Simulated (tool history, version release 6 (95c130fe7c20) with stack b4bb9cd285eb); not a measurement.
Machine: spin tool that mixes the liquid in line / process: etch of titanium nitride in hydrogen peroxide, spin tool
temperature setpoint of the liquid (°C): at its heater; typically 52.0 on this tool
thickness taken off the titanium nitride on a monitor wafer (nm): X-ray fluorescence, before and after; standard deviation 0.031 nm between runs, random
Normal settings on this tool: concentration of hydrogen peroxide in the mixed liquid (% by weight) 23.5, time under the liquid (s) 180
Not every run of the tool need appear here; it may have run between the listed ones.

| run | hour | temperature setpoint of the liquid (°C) | concentration of hydrogen peroxide in the mixed liquid (% by weight) | time under the liquid (s) | read-back film thickness of the titanium nitride reference wafer, read on the same gauge (nm) | thickness taken off the titanium nitride on a monitor wafer (nm) |
|---|---|---|---|---|---|---|
| 1 | 0.0 | 52.0 | 23.5 | 180 | 30.02 | 6.25 |
| 2 | 90.5 | 52.0 | 23.5 | 180 | 30.00 | 6.24 |
| 3 | 148.7 | 52.0 | 23.5 | 180 | 29.99 | 6.20 |
| 4 | 248.6 | 52.0 | 23.5 | 180 | 30.00 | 6.22 |
|  | 278.8 | new drum of peroxide connected |
| 5 | 288.7 | 52.0 | 23.5 | 180 | 29.97 | 6.26 |
| 6 | 351.1 | 52.0 | 23.5 | 180 | 30.02 | 6.15 |
| 7 | 410.3 | 49.5 | 23.5 | 260 | 29.98 | 7.49 |
| 8 | 501.3 | 52.0 | 20.0 | 255 | 29.99 | 8.44 |
| 9 | 605.0 | 52.0 | 20.0 | 255 | 29.96 | 8.36 |
|  | 703.8 | peroxide flow meter replaced |
| 10 | 712.1 | 52.0 | 23.5 | 180 | 30.00 | 6.21 |
|  | 763.9 | new drum of peroxide connected |
| 11 | 802.9 | 56.0 | 23.5 | 180 | 30.01 | 8.39 |
| 12 | 857.4 | 52.0 | 25.5 | 240 | 29.98 | 8.54 |
|  | 860.5 | gauge calibrated |
|  | 883.4 | thermometer replaced |
| 13 | 936.5 | 52.0 | 23.5 | 180 | 30.02 | 6.24 |
| 14 | 1027.8 | 52.0 | 23.5 | 180 | 29.99 | 6.18 |
|  | 1033.9 | heated supply line repaired |
| 15 | 1114.6 | 55.0 | 17.5 | 180 | 30.04 | 7.15 |
|  | 1151.3 | new drum of peroxide connected |
| 16 | 1188.5 | 52.0 | 20.5 | 135 | 29.99 | 4.56 |
| 17 | 1247.3 | 52.0 | 23.5 | 85 | 30.00 | 2.92 |
| 18 | 1350.6 | 52.0 | 23.5 | 180 | 30.01 | 6.21 |
| 19 | 1449.2 | 52.0 | 23.5 | 275 | 30.01 | 9.32 |
| 20 | 1495.1 | 52.0 | 23.5 | 70 | 29.99 | 2.39 |

Forecast run 21:
| 21 | 1547.5 | 52.0 | 29.0 | 275 | ? | ? |

read-back film thickness of the titanium nitride reference wafer, read on the same gauge (nm): 29.99
thickness taken off the titanium nitride on a monitor wafer (nm): 9.67
Without the tool's hidden state the same run would have given thickness taken off the titanium nitride on a monitor wafer (nm) 10.08.
